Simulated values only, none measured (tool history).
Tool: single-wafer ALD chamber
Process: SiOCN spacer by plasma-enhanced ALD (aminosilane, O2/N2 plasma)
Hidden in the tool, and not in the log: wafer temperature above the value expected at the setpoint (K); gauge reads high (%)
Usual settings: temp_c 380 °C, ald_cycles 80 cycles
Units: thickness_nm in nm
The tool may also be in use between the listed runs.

run	day	temp_c	ald_cycles	wafers since the last listed run	hours since the last thermocouple change	hours since the gauge calibration	read-back reference wafer on the same gauge, thickness_nm	thickness_nm
1	0	388	91	0	644.5	1530.7	4.628	4.88
2	4.354	388	91	309	749	1635.2	4.63	4.891
3	6.788	384	80	173	807.4	1693.6	4.629	4.287
4	9.288	380	80	177	867.4	1753.6	4.63	4.306
5	11.583	380	80	163	922.5	1808.7	4.629	4.287
6	14.417	380	80	201	990.5	1876.7	4.631	4.322
7	17.371	390	80	210	1061.4	1947.6	4.629	4.282
8	21.104	390	80	265	1151	2037.2	4.632	4.307
9	24.821	380	80	264	1240.2	2126.4	4.629	4.302
10	29.292	380	80	317	1347.5	2233.7	4.629	4.305
11	31.121	380	80	130	1391.4	2277.6	4.632	4.295
12	33.117	380	80	141	1439.3	2325.5	4.63	4.292
13	36.571	380	80	245	1522.2	2408.4	4.63	4.314
14	40.292	380	80	264	1611.5	2497.7	4.631	4.29
15	43.517	375	80	229	1688.9	2575.1	4.629	4.298
16	46.367	375	80	202	1757.3	2643.5	4.628	4.295
17	48.829	375	80	175	1816.4	2702.6	4.63	4.29
18	52.688	385	80	274	1909	2795.2	4.629	4.321
19	57.121	380	83	315	2015.4	2901.6	4.628	4.448
20	60.104	380	80	212	2087	2973.2	4.629	4.296
21	62.754	380	80	188	2150.6	3036.8	4.63	4.299
22	66.871	384	85	292	2249.4	3135.6	4.629	4.561
23	69.333	384	90	175	2308.5	3194.7	4.629	4.829
# day 70.346: gauge calibrated
24	71.462	380	80	151	2359.6	26.8	4.631	4.295
25	75.508	394	80	287	2456.7	123.9	4.631	4.303
26	78.079	368	75	182	2518.4	185.6	4.632	4.023
27	82.108	368	72	286	2615.1	282.3	4.628	3.858
28	84.592	380	80	176	2674.7	341.9	4.63	4.294
29	88.962	395	66	310	2779.6	446.8	4.627	3.54
30	92.804	380	80	273	2871.8	539	4.63	4.283
31	94.371	389	71	111	2909.4	576.6	4.631	3.818
32	98.258	374	73	276	3002.7	669.9	4.63	3.918
33	102.421	380	80	295	3102.6	769.8	4.631	4.294
# day 102.912: thermocouple changed; heater temperature recalibrated
34	105.621	368	85	203	65	846.6	4.63	4.552
35	108.333	395	91	192	130.1	911.7	4.631	4.867
36	111.258	374	80	207	200.3	981.9	4.632	4.304
37	114.992	380	80	265	289.9	1071.5	4.633	4.278
38	117.871	388	75	204	359	1140.6	4.631	4.03
39	120.067	380	80	156	411.7	1193.3	4.629	4.287
40	123.642	370	80	254	497.5	1279.1	4.63	4.294
41	126.558	389	95	207	567.5	1349.1	4.629	5.117
42	128.967	372	92	171	625.3	1406.9	4.63	4.932

Forecast each of these 3 alternatives for the next run:
A	128.992	380	66	1	625.9	1407.5	?	?
B	128.992	370	74	1	625.9	1407.5	?	?
C	128.992	394	94	1	625.9	1407.5	?	?

run	read-back reference wafer on the same gauge, thickness_nm	thickness_nm
A	4.629	3.55
B	4.629	3.98
C	4.629	5.056
Without the tool's hidden state the same runs would have given:
run	thickness_nm
A	3.55
B	3.98
C	5.056

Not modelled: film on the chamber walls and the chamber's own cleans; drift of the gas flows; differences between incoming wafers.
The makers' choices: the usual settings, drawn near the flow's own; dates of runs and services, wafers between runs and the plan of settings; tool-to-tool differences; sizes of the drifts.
